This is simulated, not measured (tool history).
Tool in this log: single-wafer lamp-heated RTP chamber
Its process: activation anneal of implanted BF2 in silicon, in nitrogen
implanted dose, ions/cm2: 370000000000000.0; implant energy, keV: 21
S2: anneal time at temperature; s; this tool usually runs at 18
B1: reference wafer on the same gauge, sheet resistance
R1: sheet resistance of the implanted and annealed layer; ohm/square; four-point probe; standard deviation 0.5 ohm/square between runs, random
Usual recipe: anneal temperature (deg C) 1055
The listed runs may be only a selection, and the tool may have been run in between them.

{"run": 1, "hour": 0.0, "anneal temperature (deg C)": 1055, "S2": 18, "B1": 392.05, "R1": 331.83}
{"run": 2, "hour": 38.1, "anneal temperature (deg C)": 1055, "S2": 18, "B1": 392.2, "R1": 332.49}
{"run": 3, "hour": 89.6, "anneal temperature (deg C)": 1055, "S2": 18, "B1": 391.89, "R1": 331.56}
{"run": 4, "hour": 133.1, "anneal temperature (deg C)": 1055, "S2": 18, "B1": 391.94, "R1": 331.35}
{"run": 5, "hour": 173.8, "anneal temperature (deg C)": 1055, "S2": 18, "B1": 391.96, "R1": 331.48}
{"hour": 186.7, "done": "reflector plate cleaned"}
{"hour": 201.1, "done": "pyrometer window cleaned and pyrometer calibrated"}
{"run": 6, "hour": 225.8, "anneal temperature (deg C)": 1055, "S2": 18, "B1": 391.84, "R1": 332.34}
{"run": 7, "hour": 266.1, "anneal temperature (deg C)": 1055, "S2": 18, "B1": 391.95, "R1": 332.92}
{"hour": 298.2, "done": "gauge calibrated"}
{"run": 8, "hour": 317.3, "anneal temperature (deg C)": 1075, "S2": 27, "B1": 391.81, "R1": 324.23}
{"run": 9, "hour": 363.0, "anneal temperature (deg C)": 1042, "S2": 27, "B1": 391.97, "R1": 329.65}
{"hour": 412.1, "done": "pyrometer window cleaned and pyrometer calibrated"}
{"run": 10, "hour": 420.2, "anneal temperature (deg C)": 1055, "S2": 18, "B1": 392.13, "R1": 331.36}
{"run": 11, "hour": 444.8, "anneal temperature (deg C)": 1069, "S2": 18, "B1": 392.05, "R1": 330.64}
{"run": 12, "hour": 476.6, "anneal temperature (deg C)": 1055, "S2": 13, "B1": 392.21, "R1": 335.62}
{"run": 13, "hour": 514.8, "anneal temperature (deg C)": 1084, "S2": 18, "B1": 391.96, "R1": 327.97}
{"run": 14, "hour": 555.6, "anneal temperature (deg C)": 1064, "S2": 24, "B1": 392.06, "R1": 326.7}

Predict each of these 3 candidate next runs independently; none follows another, all start after run 14:
{"run": "A", "hour": 556.0, "anneal temperature (deg C)": 1055, "S2": 18, "B1": "?", "R1": "?"}
{"run": "B", "hour": 556.0, "anneal temperature (deg C)": 1030, "S2": 24, "B1": "?", "R1": "?"}
{"run": "C", "hour": 556.0, "anneal temperature (deg C)": 1055, "S2": 21, "B1": "?", "R1": "?"}

run=A B1=392.24 R1=332.07
run=B B1=392.24 R1=333.73
run=C B1=392.24 R1=330.56
Without the tool's unlogged condition, the same runs would have read:
run=A R1=333.29
run=B R1=335.43
run=C R1=331.83
